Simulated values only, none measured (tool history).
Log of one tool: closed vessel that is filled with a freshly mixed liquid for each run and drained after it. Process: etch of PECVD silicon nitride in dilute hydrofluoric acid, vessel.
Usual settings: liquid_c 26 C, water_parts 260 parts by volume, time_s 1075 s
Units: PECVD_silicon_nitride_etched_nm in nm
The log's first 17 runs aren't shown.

run	day	liquid_c	water_parts	time_s	read-back film thickness of the PECVD silicon nitride reference wafer, read on the same gauge (nm)	PECVD_silicon_nitride_etched_nm
18	51.467	30.5	325	1635	29.99	30.44
19	61.804	26	185	1075	30.03	27.44
20	65.246	27.5	335	550	29.98	8.46
21	69.438	21.5	310	1675	30.03	19.36
22	72.254	26	180	1075	30.02	28.08
23	76.075	21	305	725	30.02	8.26
24	78.492	26	260	1075	30.05	19.53
25	81.579	26	260	1075	30	19.59
26	84.475	30.5	190	1300	30.04	42.73
27	87.35	28.5	295	1260	30.01	23.37
28	89.525	23.5	310	1545	30	20.41
29	91.629	27.5	260	760	29.99	15.28
30	94.221	29	260	1290	30	28.14
31	98.188	24.5	160	510	29.96	13.78

Forecast each of these 5 alternatives for the next run:
A	98.225	26	260	1610	?	?
B	98.225	26	220	1075	?	?
C	98.225	24.5	195	1295	?	?
D	98.225	26	135	1665	?	?
E	98.225	23.5	260	1580	?	?

run	read-back film thickness of the PECVD silicon nitride reference wafer, read on the same gauge (nm)	PECVD_silicon_nitride_etched_nm
A	29.99	29.81
B	29.99	23.53
C	29.99	29.1
D	29.99	59.33
E	29.99	25.08
Without the tool's hidden state the same runs would have given:
run	PECVD_silicon_nitride_etched_nm
A	28.87
B	22.79
C	28.19
D	57.48
E	24.3
